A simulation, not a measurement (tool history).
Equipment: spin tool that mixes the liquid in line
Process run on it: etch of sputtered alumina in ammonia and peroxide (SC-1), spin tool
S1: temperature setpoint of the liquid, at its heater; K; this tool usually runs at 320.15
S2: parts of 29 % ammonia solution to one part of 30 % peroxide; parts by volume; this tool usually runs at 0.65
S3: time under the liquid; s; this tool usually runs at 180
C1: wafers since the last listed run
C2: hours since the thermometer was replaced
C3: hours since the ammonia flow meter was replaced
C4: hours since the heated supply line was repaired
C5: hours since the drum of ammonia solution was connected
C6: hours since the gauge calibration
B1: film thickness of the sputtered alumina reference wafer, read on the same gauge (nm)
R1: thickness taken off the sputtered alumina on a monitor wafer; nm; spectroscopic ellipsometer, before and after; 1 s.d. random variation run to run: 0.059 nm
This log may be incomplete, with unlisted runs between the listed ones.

Run 1, hour 0.0: usual settings; C1 0; C2 606.3; C3 1052.1; C4 2134.7; C5 817.9; C6 200.8; B1 119.98. Result: R1 7.23 nm.
Run 2, hour 7.1: usual settings; C1 45; C2 613.4; C3 1059.2; C4 2141.8; C5 825.0; C6 207.9; B1 119.97. Result: R1 7.32 nm.
Run 3, hour 20.7: usual settings; C1 87; C2 627.0; C3 1072.8; C4 2155.4; C5 838.6; C6 221.5; B1 119.98. Result: R1 7.26 nm.
Run 4, hour 38.0: usual settings; C1 111; C2 644.3; C3 1090.1; C4 2172.7; C5 855.9; C6 238.8; B1 120.00. Result: R1 7.31 nm.
Run 5, hour 49.6: usual settings; C1 74; C2 655.9; C3 1101.7; C4 2184.3; C5 867.5; C6 250.4; B1 120.00. Result: R1 7.16 nm.
Run 6, hour 57.4: usual settings; C1 50; C2 663.7; C3 1109.5; C4 2192.1; C5 875.3; C6 258.2; B1 119.99. Result: R1 7.28 nm.
Run 7, hour 69.5: usual settings; C1 78; C2 675.8; C3 1121.6; C4 2204.2; C5 887.4; C6 270.3; B1 119.99. Result: R1 7.31 nm.
Run 8, hour 77.0: usual settings but S2 0.45 parts by volume; C1 48; C2 683.3; C3 1129.1; C4 2211.7; C5 894.9; C6 277.8; B1 119.98. Result: R1 6.96 nm.
Run 9, hour 94.9: usual settings; C1 115; C2 701.2; C3 1147.0; C4 2229.6; C5 912.8; C6 295.7; B1 120.01. Result: R1 7.26 nm.
At hour 100.0: ammonia flow meter replaced.
Run 10, hour 101.6: usual settings but S1 317.65 K; C1 36; C2 707.9; C3 1.6; C4 2236.3; C5 919.5; C6 302.4; B1 120.01. Result: R1 6.35 nm.
At hour 109.0: new drum of ammonia solution connected.
Run 11, hour 111.2: usual settings; C1 55; C2 717.5; C3 11.2; C4 2245.9; C5 2.2; C6 312.0; B1 120.01. Result: R1 7.25 nm.
Run 12, hour 128.2: usual settings but S1 327.15 K; C1 109; C2 734.5; C3 28.2; C4 2262.9; C5 19.2; C6 329.0; B1 120.00. Result: R1 10.68 nm.
Run 13, hour 136.0: usual settings but S2 0.85 parts by volume, S3 260 s; C1 50; C2 742.3; C3 36.0; C4 2270.7; C5 27.0; C6 336.8; B1 120.01. Result: R1 10.72 nm.
At hour 142.3: gauge calibrated.
Run 14, hour 148.4: usual settings but S1 326.65 K, S2 0.50 parts by volume, S3 280 s; C1 80; C2 754.7; C3 48.4; C4 2283.1; C5 39.4; C6 6.1; B1 120.00. Result: R1 15.72 nm.
Run 15, hour 154.6: usual settings but S1 314.15 K, S2 0.50 parts by volume, S3 265 s; C1 40; C2 760.9; C3 54.6; C4 2289.3; C5 45.6; C6 12.3; B1 119.99. Result: R1 7.31 nm.
At hour 156.8: thermometer replaced.
Run 16, hour 164.8: usual settings but S1 312.15 K, S2 0.85 parts by volume, S3 250 s; C1 59; C2 8.0; C3 64.8; C4 2299.5; C5 55.8; C6 22.5; B1 120.01. Result: R1 5.64 nm.
At hour 166.0: heated supply line repaired.
Run 17, hour 181.5: usual settings; C1 101; C2 24.7; C3 81.5; C4 15.5; C5 72.5; C6 39.2; B1 119.98. Result: R1 8.30 nm.
Run 18, hour 191.7: usual settings but S2 0.80 parts by volume; C1 65; C2 34.9; C3 91.7; C4 25.7; C5 82.7; C6 49.4; B1 119.99. Result: R1 8.30 nm.
Run 19, hour 208.7: usual settings; C1 109; C2 51.9; C3 108.7; C4 42.7; C5 99.7; C6 66.4; B1 120.00. Result: R1 8.16 nm.
Run 20, hour 216.1: usual settings but S1 326.15 K, S3 225 s; C1 47; C2 59.3; C3 116.1; C4 50.1; C5 107.1; C6 73.8; B1 120.02. Result: R1 14.19 nm.
Run 21, hour 222.9: usual settings but S1 313.15 K, S2 0.45 parts by volume; C1 43; C2 66.1; C3 122.9; C4 56.9; C5 113.9; C6 80.6; B1 120.00. Result: R1 5.32 nm.
Run 22, hour 235.6: usual settings but S3 140 s; C1 82; C2 78.8; C3 135.6; C4 69.6; C5 126.6; C6 93.3; B1 119.98. Result: R1 6.34 nm.
Run 23, hour 249.0: usual settings but S2 0.50 parts by volume, S3 275 s; C1 86; C2 92.2; C3 149.0; C4 83.0; C5 140.0; C6 106.7; B1 120.00. Result: R1 12.10 nm.
Run 24, hour 259.2: usual settings but S1 317.15 K, S2 0.80 parts by volume, S3 245 s; C1 65; C2 102.4; C3 159.2; C4 93.2; C5 150.2; C6 116.9; B1 120.00. Result: R1 9.69 nm.

Consider 5 possible next runs. They are alternatives, not a sequence: every one starts from the tool as it was left by run 24. What does each give?
Run A, hour 259.7: usual settings; C1 3; C2 102.9; C3 159.7; C4 93.7; C5 150.7; C6 117.4; B1 ?. Result: R1 ?.
Run B, hour 259.7: usual settings but S3 105 s; C1 3; C2 102.9; C3 159.7; C4 93.7; C5 150.7; C6 117.4; B1 ?. Result: R1 ?.
Run C, hour 259.7: usual settings but S1 316.65 K, S3 95 s; C1 3; C2 102.9; C3 159.7; C4 93.7; C5 150.7; C6 117.4; B1 ?. Result: R1 ?.
Run D, hour 259.7: usual settings but S1 317.65 K, S3 245 s; C1 3; C2 102.9; C3 159.7; C4 93.7; C5 150.7; C6 117.4; B1 ?. Result: R1 ?.
Run E, hour 259.7: usual settings but S3 240 s; C1 3; C2 102.9; C3 159.7; C4 93.7; C5 150.7; C6 117.4; B1 ?. Result: R1 ?.

run      B1     R1
  A  120.00   8.20
  B  120.00   4.78
  C  120.00   3.54
  D  120.00   9.68
  E  120.00  10.93
Without the tool's hidden state the same runs would have given:
run     R1
  A   8.27
  B   4.83
  C   3.58
  D   9.77
  E  11.03

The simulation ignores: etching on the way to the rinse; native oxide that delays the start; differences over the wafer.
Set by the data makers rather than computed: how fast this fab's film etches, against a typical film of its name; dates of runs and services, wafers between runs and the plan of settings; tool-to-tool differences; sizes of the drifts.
